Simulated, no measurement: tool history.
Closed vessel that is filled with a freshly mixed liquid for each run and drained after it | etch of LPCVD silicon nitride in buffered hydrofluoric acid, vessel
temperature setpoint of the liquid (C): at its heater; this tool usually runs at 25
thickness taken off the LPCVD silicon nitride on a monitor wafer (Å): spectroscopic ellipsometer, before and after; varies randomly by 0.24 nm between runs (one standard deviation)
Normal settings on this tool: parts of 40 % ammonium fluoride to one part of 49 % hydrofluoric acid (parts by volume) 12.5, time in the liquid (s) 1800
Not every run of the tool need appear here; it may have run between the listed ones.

run   hour  temperature setpoint of the liquid (C)  parts of 40 % ammonium fluoride to one part of 49 % hydrofluoric acid (parts by volume)  time in the liquid (s)  read-back film thickness of the LPCVD silicon nitride reference wafer, read on the same gauge (nm)  thickness taken off the LPCVD silicon nitride on a monitor wafer (Å)
  1      0                                      25                                                                                     12.5                    2020                                                                                              100.02                                                                 287.1
  2   50.4                                      25                                                                                     12.5                    2020                                                                                               99.95                                                                 282.1
  3   80.7                                      25                                                                                       10                    1800                                                                                              100.03                                                                 309.8
  4  130.4                                      29                                                                                     12.5                    2335                                                                                               99.99                                                                 408.8
  5  163.3                                      29                                                                                     12.5                    2335                                                                                               99.99                                                                 405.6
  6  202.1                                      29                                                                                     12.5                    2335                                                                                               99.94                                                                 403.9
  7  231.5                                      25                                                                                     12.5                    2100                                                                                               99.98                                                                   290
  8  297.5                                      25                                                                                     12.5                    1800                                                                                                 100                                                                 252.8
  9    322                                      25                                                                                     12.5                    1800                                                                                               99.98                                                                 248.8
 10  351.9                                      25                                                                                     12.5                    1800                                                                                               99.95                                                                 252.3
 11  391.6                                      25                                                                                     12.5                    1800                                                                                               99.98                                                                 253.8
     418.2  -- thermometer replaced
 12  448.5                                      25                                                                                     12.5                    1800                                                                                              100.02                                                                 256.1
 13  475.3                                      25                                                                                     12.5                    1800                                                                                               99.98                                                                 248.2
 14  570.2                                      25                                                                                     12.5                    1800                                                                                               99.99                                                                 256.1
     575.2  -- hydrofluoric acid flow meter replaced
 15  632.9                                      25                                                                                     12.5                    1800                                                                                                 100                                                                 249.9
 16  694.3                                      21                                                                                     17.5                    2740                                                                                               99.97                                                                 217.6
 17  721.9                                      29                                                                                     12.5                    1800                                                                                               99.95                                                                 312.8
 18  789.8                                      23                                                                                       14                    2240                                                                                               99.99                                                                 251.2
 19  848.4                                      25                                                                                       17                    2305                                                                                               99.99                                                                 241.4
 20    902                                    22.5                                                                                        8                    2835                                                                                               99.99                                                                 526.6
 21  945.1                                      25                                                                                     12.5                    2020                                                                                                 100                                                                 285.1
 22  992.7                                    26.5                                                                                     12.5                    2625                                                                                                 100                                                                 400.2

What will run 23 give?
 23  1020.2                                      23                                                                                       11                    2385                                                                                                   ?                                                                     ?

Run 23 gave read-back film thickness of the LPCVD silicon nitride reference wafer, read on the same gauge (nm) 100.03, thickness taken off the LPCVD silicon nitride on a monitor wafer (Å) 336.1.
Minus the tool's unlogged condition, the same run would have read thickness taken off the LPCVD silicon nitride on a monitor wafer (Å) 336.1.

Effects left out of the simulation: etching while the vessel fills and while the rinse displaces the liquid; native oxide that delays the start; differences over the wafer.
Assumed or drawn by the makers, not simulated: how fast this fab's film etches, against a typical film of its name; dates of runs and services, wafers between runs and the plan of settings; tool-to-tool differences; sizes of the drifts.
